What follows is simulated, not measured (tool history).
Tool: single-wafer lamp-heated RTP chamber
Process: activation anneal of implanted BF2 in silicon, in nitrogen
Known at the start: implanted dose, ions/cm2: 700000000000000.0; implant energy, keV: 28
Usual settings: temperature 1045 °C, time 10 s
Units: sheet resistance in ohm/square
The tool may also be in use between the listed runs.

run    hour  temperature  time  wafers since the last listed run  wafers since the last pyrometer calibration  wafers since the reflector plate was cleaned  hours since the gauge calibration  read-back reference wafer on the same gauge, sheet resistance  sheet resistance
  1     0.0         1023    14                                 0                                         5976                                           265                               86.0                                                         171.80            193.10
  2    97.0         1023    14                              1232                                         7208                                          1497                              183.0                                                         172.11            192.11
      136.7  -- pyrometer window cleaned and pyrometer calibrated
  3   144.1         1023    14                               496                                           94                                          1994                              230.1                                                         172.11            191.70
  4   191.9         1045    10                               607                                          701                                          2601                              277.9                                                         171.94            187.66
      228.1  -- reflector plate cleaned
  5   258.1         1045    10                               739                                         1441                                           380                              344.1                                                         172.21            189.33
  6   363.9         1045    10                              1344                                         2785                                          1724                              449.9                                                         172.09            188.73
      445.5  -- reflector plate cleaned
  7   451.2         1045    12                              1007                                         3792                                            72                              537.2                                                         171.98            188.00
  8   494.9         1045    12                               555                                         4347                                           627                              580.9                                                         171.82            187.90
  9   589.0         1062     7                              1195                                         5543                                          1823                              675.0                                                         172.08            187.42
      658.0  -- pyrometer window cleaned and pyrometer calibrated
 10   683.3         1019    13                              1096                                          321                                          2919                              769.3                                                         172.04            193.07
      702.7  -- reflector plate cleaned
 11   749.3         1071     8                               736                                         1058                                           591                              835.3                                                         171.96            185.36
      782.8  -- gauge calibrated
 12   840.0         1045    10                              1152                                         2210                                          1743                               57.2                                                         171.84            189.02
 13   936.8         1031    15                              1229                                         3440                                          2973                              154.0                                                         171.87            187.63
      957.8  -- reflector plate cleaned
 14   998.8         1031    10                               685                                         4126                                           521                              216.0                                                         171.91            193.47
 15  1088.1         1016    10                              1134                                         5260                                          1655                              305.3                                                         171.82            197.60
 16  1189.4         1071    13                              1286                                         6547                                          2942                              406.6                                                         171.95            181.00
     1204.0  -- reflector plate cleaned
     1242.4  -- pyrometer window cleaned and pyrometer calibrated
 17  1255.0         1033     4                               630                                          159                                           546                              472.2                                                         171.96            198.20

Forecast each of these 5 alternatives for the next run:
  A  1255.4         1045    10                                 5                                          165                                           551                              472.6                                                              ?                 ?
  B  1255.4         1045    13                                 5                                          165                                           551                              472.6                                                              ?                 ?
  C  1255.4         1045     6                                 5                                          165                                           551                              472.6                                                              ?                 ?
  D  1255.4         1022     8                                 5                                          165                                           551                              472.6                                                              ?                 ?
  E  1255.4         1045    14                                 5                                          165                                           551                              472.6                                                              ?                 ?

run  read-back reference wafer on the same gauge, sheet resistance  sheet resistance
  A                                                         172.05            189.92
  B                                                         172.05            188.09
  C                                                         172.05            193.22
  D                                                         172.05            198.60
  E                                                         172.05            187.56
Without the tool's hidden state the same runs would have given:
run  sheet resistance
  A            190.02
  B            188.19
  C            193.33
  D            198.76
  E            187.66

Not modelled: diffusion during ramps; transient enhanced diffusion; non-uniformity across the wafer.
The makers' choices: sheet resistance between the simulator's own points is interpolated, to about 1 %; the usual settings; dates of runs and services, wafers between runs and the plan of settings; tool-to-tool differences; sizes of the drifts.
